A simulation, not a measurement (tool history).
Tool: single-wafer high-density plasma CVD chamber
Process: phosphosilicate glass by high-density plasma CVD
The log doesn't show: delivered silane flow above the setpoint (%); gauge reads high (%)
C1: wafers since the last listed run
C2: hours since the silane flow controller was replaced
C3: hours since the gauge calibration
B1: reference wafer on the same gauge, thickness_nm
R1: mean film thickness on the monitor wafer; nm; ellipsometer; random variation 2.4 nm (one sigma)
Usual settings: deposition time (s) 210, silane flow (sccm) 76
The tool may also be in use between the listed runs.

{"run": 1, "hour": 0.0, "deposition time (s)": 210, "silane flow (sccm)": 76, "C1": 0, "C2": 4212.7, "C3": 102.8, "B1": 1883.288, "R1": 1618.999}
{"run": 2, "hour": 9.9, "deposition time (s)": 210, "silane flow (sccm)": 76, "C1": 82, "C2": 4222.6, "C3": 112.7, "B1": 1882.242, "R1": 1614.851}
{"run": 3, "hour": 18.1, "deposition time (s)": 210, "silane flow (sccm)": 76, "C1": 68, "C2": 4230.8, "C3": 120.9, "B1": 1882.48, "R1": 1618.454}
{"run": 4, "hour": 25.0, "deposition time (s)": 210, "silane flow (sccm)": 76, "C1": 57, "C2": 4237.7, "C3": 127.8, "B1": 1879.954, "R1": 1617.503}
{"run": 5, "hour": 41.6, "deposition time (s)": 210, "silane flow (sccm)": 76, "C1": 138, "C2": 4254.3, "C3": 144.4, "B1": 1879.199, "R1": 1616.735}
{"run": 6, "hour": 54.2, "deposition time (s)": 210, "silane flow (sccm)": 76, "C1": 105, "C2": 4266.9, "C3": 157.0, "B1": 1878.348, "R1": 1612.66}
{"run": 7, "hour": 65.3, "deposition time (s)": 210, "silane flow (sccm)": 76, "C1": 92, "C2": 4278.0, "C3": 168.1, "B1": 1878.041, "R1": 1611.108}
{"run": 8, "hour": 83.3, "deposition time (s)": 210, "silane flow (sccm)": 76, "C1": 150, "C2": 4296.0, "C3": 186.1, "B1": 1876.664, "R1": 1610.588}
{"run": 9, "hour": 92.6, "deposition time (s)": 210, "silane flow (sccm)": 76, "C1": 77, "C2": 4305.3, "C3": 195.4, "B1": 1874.76, "R1": 1612.829}
{"hour": 93.7, "done": "gauge calibrated"}
{"run": 10, "hour": 107.4, "deposition time (s)": 210, "silane flow (sccm)": 81, "C1": 123, "C2": 4320.1, "C3": 13.7, "B1": 1889.82, "R1": 1730.793}
{"run": 11, "hour": 115.7, "deposition time (s)": 210, "silane flow (sccm)": 70, "C1": 69, "C2": 4328.4, "C3": 22.0, "B1": 1890.283, "R1": 1497.611}
{"hour": 124.7, "done": "silane flow controller replaced"}
{"run": 12, "hour": 125.2, "deposition time (s)": 184, "silane flow (sccm)": 69, "C1": 12, "C2": 0.5, "C3": 31.5, "B1": 1889.872, "R1": 1290.999}
{"run": 13, "hour": 129.8, "deposition time (s)": 229, "silane flow (sccm)": 89, "C1": 38, "C2": 5.1, "C3": 36.1, "B1": 1888.646, "R1": 2071.396}
{"run": 14, "hour": 140.5, "deposition time (s)": 186, "silane flow (sccm)": 91, "C1": 89, "C2": 15.8, "C3": 46.8, "B1": 1888.75, "R1": 1725.821}
{"run": 15, "hour": 156.5, "deposition time (s)": 225, "silane flow (sccm)": 84, "C1": 133, "C2": 31.8, "C3": 62.8, "B1": 1888.459, "R1": 1921.739}
{"run": 16, "hour": 163.3, "deposition time (s)": 188, "silane flow (sccm)": 83, "C1": 56, "C2": 38.6, "C3": 69.6, "B1": 1884.797, "R1": 1585.89}
{"run": 17, "hour": 178.2, "deposition time (s)": 186, "silane flow (sccm)": 91, "C1": 124, "C2": 53.5, "C3": 84.5, "B1": 1885.126, "R1": 1718.036}
{"run": 18, "hour": 192.3, "deposition time (s)": 210, "silane flow (sccm)": 76, "C1": 118, "C2": 67.6, "C3": 98.6, "B1": 1884.457, "R1": 1616.747}
{"run": 19, "hour": 208.0, "deposition time (s)": 192, "silane flow (sccm)": 67, "C1": 131, "C2": 83.3, "C3": 114.3, "B1": 1883.376, "R1": 1304.165}
{"run": 20, "hour": 218.7, "deposition time (s)": 210, "silane flow (sccm)": 76, "C1": 89, "C2": 94.0, "C3": 125.0, "B1": 1881.453, "R1": 1620.076}
{"run": 21, "hour": 225.2, "deposition time (s)": 210, "silane flow (sccm)": 61, "C1": 54, "C2": 100.5, "C3": 131.5, "B1": 1882.598, "R1": 1296.386}
{"run": 22, "hour": 239.8, "deposition time (s)": 247, "silane flow (sccm)": 84, "C1": 122, "C2": 115.1, "C3": 146.1, "B1": 1881.573, "R1": 2106.903}
{"run": 23, "hour": 249.8, "deposition time (s)": 189, "silane flow (sccm)": 76, "C1": 83, "C2": 125.1, "C3": 156.1, "B1": 1878.478, "R1": 1459.571}

Measured less the same run without the tool's hidden state. The same run-to-run variation is in both; the gauge's scatter may not be:
run=1 R1=-6.412
run=2 R1=-7.041
run=3 R1=-7.593
run=4 R1=-8.038
run=5 R1=-9.120
run=6 R1=-9.919
run=7 R1=-10.634
run=8 R1=-11.806
run=9 R1=-12.432
run=10 R1=+0.773
run=11 R1=+0.172
run=12 R1=-0.342
run=13 R1=-0.931
run=14 R1=-1.515
run=15 R1=-2.920
run=16 R1=-2.842
run=17 R1=-4.108
run=18 R1=-4.783
run=19 R1=-4.682
run=20 R1=-6.515
run=21 R1=-5.553
run=22 R1=-10.267
run=23 R1=-7.703
